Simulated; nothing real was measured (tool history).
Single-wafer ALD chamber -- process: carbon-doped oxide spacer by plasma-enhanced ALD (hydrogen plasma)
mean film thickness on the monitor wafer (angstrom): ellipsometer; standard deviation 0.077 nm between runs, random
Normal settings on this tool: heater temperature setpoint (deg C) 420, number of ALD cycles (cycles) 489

run	hour	heater temperature setpoint (deg C)	number of ALD cycles (cycles)	wafers since the last listed run	hours since the last thermocouple change	hours since the gauge calibration	read-back reference wafer on the same gauge, thickness_nm	mean film thickness on the monitor wafer (angstrom)
1	0	420	489	0	341.2	796.8	24.908	237.63
2	96.2	412	449	63	437.4	893	24.904	221.25
3	121.1	412	449	16	462.3	917.9	24.896	222.25
4	173.3	411	489	34	514.5	970.1	24.917	243.35
5	232	409	489	38	573.2	1028.8	24.899	244.1
6	298.2	416	489	43	639.4	1095	24.908	240.41
7	356.6	416	489	38	697.8	1153.4	24.918	240.25
8	427.4	416	489	46	768.6	1224.2	24.914	239.28
9	462	427	489	22	803.2	1258.8	24.917	231.82
10	531.9	420	489	45	873.1	1328.7	24.883	235.04
11	558	414	578	17	899.2	1354.8	24.891	284.29
# hour 570.6: gauge calibrated
12	624.7	420	489	43	965.9	54.1	24.895	235.78
13	676.3	413	558	33	1017.5	105.7	24.905	272.83
14	742.4	428	489	43	1083.6	171.8	24.917	227.84
15	785	408	416	27	1126.2	214.4	24.907	206.52
# hour 820.1: thermocouple changed; heater temperature recalibrated
16	825.6	420	429	21	5.5	255	24.894	209.84
17	883.1	411	440	37	63	312.5	24.918	221.4
18	912.8	430	580	19	92.7	342.2	24.897	275.06
19	944.8	420	489	21	124.7	374.2	24.927	239.28
20	1029.1	410	568	55	209	458.5	24.924	286.62
21	1084.7	420	554	36	264.6	514.1	24.908	271.87

Consider 3 possible next runs. They are alternatives, not a sequence: every one starts from the tool as it was left by run 21. What does each give?
A	1085.8	420	489	0	265.7	515.2	?	?
B	1085.8	427	399	0	265.7	515.2	?	?
C	1085.8	431	463	0	265.7	515.2	?	?

run	read-back reference wafer on the same gauge, thickness_nm	mean film thickness on the monitor wafer (angstrom)
A	24.902	238.64
B	24.902	190.89
C	24.902	218.97
Without the tool's unlogged condition, the same runs would have read:
run	mean film thickness on the monitor wafer (angstrom)
A	238.59
B	190.85
C	218.92
